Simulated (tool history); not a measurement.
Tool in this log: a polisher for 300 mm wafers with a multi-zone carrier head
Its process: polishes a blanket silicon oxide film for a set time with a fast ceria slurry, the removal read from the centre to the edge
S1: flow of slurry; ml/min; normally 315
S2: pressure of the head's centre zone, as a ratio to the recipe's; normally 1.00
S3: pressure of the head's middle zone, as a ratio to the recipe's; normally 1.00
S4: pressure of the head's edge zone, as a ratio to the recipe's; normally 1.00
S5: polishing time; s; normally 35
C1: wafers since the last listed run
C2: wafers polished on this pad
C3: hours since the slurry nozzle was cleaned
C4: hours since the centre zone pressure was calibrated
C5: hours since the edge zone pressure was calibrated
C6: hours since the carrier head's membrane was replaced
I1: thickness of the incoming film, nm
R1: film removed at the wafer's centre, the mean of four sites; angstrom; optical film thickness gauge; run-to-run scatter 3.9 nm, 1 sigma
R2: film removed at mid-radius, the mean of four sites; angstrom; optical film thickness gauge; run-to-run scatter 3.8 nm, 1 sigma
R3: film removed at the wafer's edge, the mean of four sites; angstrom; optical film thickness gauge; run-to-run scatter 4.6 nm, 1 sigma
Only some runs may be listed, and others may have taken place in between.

{"run": 1, "hour": 0.0, "S1": 315, "S2": 1.0, "S3": 1.0, "S4": 1.0, "S5": 35, "C1": 0, "C2": 3644, "C3": 792.4, "C4": 343.5, "C5": 73.9, "C6": 418.2, "I1": 3175.5, "R1": 4225, "R2": 3939, "R3": 3924}
{"hour": 69.3, "done": "worn pad replaced by a new one"}
{"run": 2, "hour": 99.4, "S1": 355, "S2": 1.0, "S3": 1.0, "S4": 1.0, "S5": 35, "C1": 1009, "C2": 318, "C3": 891.8, "C4": 442.9, "C5": 173.3, "C6": 517.6, "I1": 3177.0, "R1": 4315, "R2": 4074, "R3": 4030}
{"hour": 134.6, "done": "slurry nozzle cleaned"}
{"run": 3, "hour": 152.8, "S1": 355, "S2": 1.0, "S3": 1.0, "S4": 1.0, "S5": 35, "C1": 554, "C2": 872, "C3": 18.2, "C4": 496.3, "C5": 226.7, "C6": 571.0, "I1": 3166.6, "R1": 4454, "R2": 4047, "R3": 3993}
{"hour": 199.1, "done": "carrier head's membrane replaced by a new one"}
{"run": 4, "hour": 201.6, "S1": 315, "S2": 1.0, "S3": 1.0, "S4": 1.0, "S5": 35, "C1": 463, "C2": 1336, "C3": 67.0, "C4": 545.1, "C5": 275.5, "C6": 2.5, "I1": 3150.7, "R1": 4324, "R2": 3895, "R3": 3989}
{"run": 5, "hour": 282.9, "S1": 315, "S2": 1.0, "S3": 1.0, "S4": 1.0, "S5": 35, "C1": 859, "C2": 2196, "C3": 148.3, "C4": 626.4, "C5": 356.8, "C6": 83.8, "I1": 3244.3, "R1": 4381, "R2": 3960, "R3": 3982}
{"run": 6, "hour": 337.8, "S1": 315, "S2": 1.0, "S3": 1.0, "S4": 1.0, "S5": 35, "C1": 580, "C2": 2776, "C3": 203.2, "C4": 681.3, "C5": 411.7, "C6": 138.7, "I1": 3221.6, "R1": 4271, "R2": 3998, "R3": 3956}
{"hour": 352.0, "done": "centre zone pressure recalibrated"}
{"run": 7, "hour": 408.1, "S1": 315, "S2": 0.93, "S3": 1.07, "S4": 1.04, "S5": 35, "C1": 722, "C2": 3499, "C3": 273.5, "C4": 56.1, "C5": 482.0, "C6": 209.0, "I1": 3105.7, "R1": 3812, "R2": 4180, "R3": 4036}
{"run": 8, "hour": 473.2, "S1": 315, "S2": 1.0, "S3": 1.0, "S4": 1.0, "S5": 35, "C1": 688, "C2": 4187, "C3": 338.6, "C4": 121.2, "C5": 547.1, "C6": 274.1, "I1": 3173.6, "R1": 4140, "R2": 3903, "R3": 3892}
{"hour": 560.9, "done": "worn pad replaced by a new one, of another model than before"}
{"run": 9, "hour": 685.4, "S1": 270, "S2": 0.91, "S3": 1.0, "S4": 0.94, "S5": 35, "C1": 2202, "C2": 1317, "C3": 550.8, "C4": 333.4, "C5": 759.3, "C6": 486.3, "I1": 3204.9, "R1": 3793, "R2": 3907, "R3": 3812}
{"hour": 705.5, "done": "edge zone pressure recalibrated"}
{"run": 10, "hour": 778.2, "S1": 255, "S2": 0.9, "S3": 1.0, "S4": 1.07, "S5": 35, "C1": 960, "C2": 2277, "C3": 643.6, "C4": 426.2, "C5": 72.7, "C6": 579.1, "I1": 3133.8, "R1": 3795, "R2": 3811, "R3": 4031}
{"hour": 854.0, "done": "carrier head's membrane replaced by a new one"}
{"run": 11, "hour": 872.4, "S1": 315, "S2": 1.0, "S3": 1.0, "S4": 0.89, "S5": 35, "C1": 943, "C2": 3221, "C3": 737.8, "C4": 520.4, "C5": 166.9, "C6": 18.4, "I1": 3146.0, "R1": 4474, "R2": 3985, "R3": 3725}
{"run": 12, "hour": 915.7, "S1": 315, "S2": 1.0, "S3": 1.0, "S4": 1.0, "S5": 35, "C1": 458, "C2": 3679, "C3": 781.1, "C4": 563.7, "C5": 210.2, "C6": 61.7, "I1": 3167.8, "R1": 4505, "R2": 3977, "R3": 3894}
{"hour": 928.1, "done": "slurry nozzle cleaned"}
{"run": 13, "hour": 953.1, "S1": 315, "S2": 1.0, "S3": 1.0, "S4": 1.09, "S5": 27, "C1": 385, "C2": 4064, "C3": 25.0, "C4": 601.1, "C5": 247.6, "C6": 99.1, "I1": 3189.9, "R1": 3376, "R2": 3079, "R3": 3172}
{"hour": 981.1, "done": "worn pad replaced by a new one"}
{"run": 14, "hour": 992.6, "S1": 410, "S2": 1.0, "S3": 0.94, "S4": 1.0, "S5": 41, "C1": 375, "C2": 122, "C3": 64.5, "C4": 640.6, "C5": 287.1, "C6": 138.6, "I1": 3146.9, "R1": 5483, "R2": 4545, "R3": 4760}
{"run": 15, "hour": 1029.3, "S1": 315, "S2": 1.0, "S3": 1.0, "S4": 1.0, "S5": 27, "C1": 388, "C2": 510, "C3": 101.2, "C4": 677.3, "C5": 323.8, "C6": 175.3, "I1": 3193.0, "R1": 3461, "R2": 3064, "R3": 3113}
{"hour": 1066.1, "done": "centre zone pressure recalibrated"}
{"run": 16, "hour": 1094.4, "S1": 420, "S2": 1.0, "S3": 1.11, "S4": 1.0, "S5": 35, "C1": 667, "C2": 1177, "C3": 166.3, "C4": 28.3, "C5": 388.9, "C6": 240.4, "I1": 3136.2, "R1": 4200, "R2": 4427, "R3": 4003}
{"run": 17, "hour": 1184.2, "S1": 245, "S2": 1.0, "S3": 1.0, "S4": 1.05, "S5": 44, "C1": 949, "C2": 2127, "C3": 256.1, "C4": 118.1, "C5": 478.7, "C6": 330.2, "I1": 3116.7, "R1": 4963, "R2": 4669, "R3": 4879}
{"run": 18, "hour": 1285.2, "S1": 315, "S2": 1.0, "S3": 1.0, "S4": 1.0, "S5": 35, "C1": 1068, "C2": 3195, "C3": 357.1, "C4": 219.1, "C5": 579.7, "C6": 431.2, "I1": 3158.9, "R1": 4239, "R2": 4005, "R3": 3981}
{"run": 19, "hour": 1349.4, "S1": 315, "S2": 1.0, "S3": 1.0, "S4": 0.93, "S5": 39, "C1": 679, "C2": 3874, "C3": 421.3, "C4": 283.3, "C5": 643.9, "C6": 495.4, "I1": 3186.7, "R1": 4823, "R2": 4412, "R3": 4267}
{"hour": 1378.7, "done": "worn pad replaced by a new one"}
{"run": 20, "hour": 1386.8, "S1": 315, "S2": 1.08, "S3": 1.0, "S4": 1.0, "S5": 35, "C1": 353, "C2": 86, "C3": 458.7, "C4": 320.7, "C5": 681.3, "C6": 532.8, "I1": 3138.1, "R1": 4692, "R2": 3959, "R3": 3939}
{"hour": 1450.3, "done": "carrier head's membrane replaced by a new one"}
{"run": 21, "hour": 1468.6, "S1": 315, "S2": 1.0, "S3": 1.0, "S4": 0.94, "S5": 35, "C1": 812, "C2": 898, "C3": 540.5, "C4": 402.5, "C5": 763.1, "C6": 18.3, "I1": 3206.8, "R1": 4396, "R2": 3912, "R3": 3819}

Difference, measured minus no-hidden-state, one row per run. Run-to-run variation is common to both terms; the gauge's own scatter need not be:
The tool's hidden condition here consists of: removal rate lost through wear of the pad, %; slurry flow missing at the pad, %; deviation of the centre zone's pressure from its setpoint, %; deviation of the edge zone's pressure from its setpoint, %.
run=1 R1=+334
run=2 R1=+373
run=3 R1=+397
run=4 R1=+394
run=5 R1=+409
run=6 R1=+404
run=7 R1=+136
run=8 R1=+240
run=9 R1=+362
run=10 R1=+390
run=11 R1=+477
run=12 R1=+486
run=13 R1=+368
run=14 R1=+603
run=15 R1=+383
run=16 R1=+77
run=17 R1=+262
run=18 R1=+322
run=19 R1=+411
run=20 R1=+418
run=21 R1=+425
R2: differs from the measured result by no more than 3 angstrom in any run.
R3: the difference is 0 for every run.
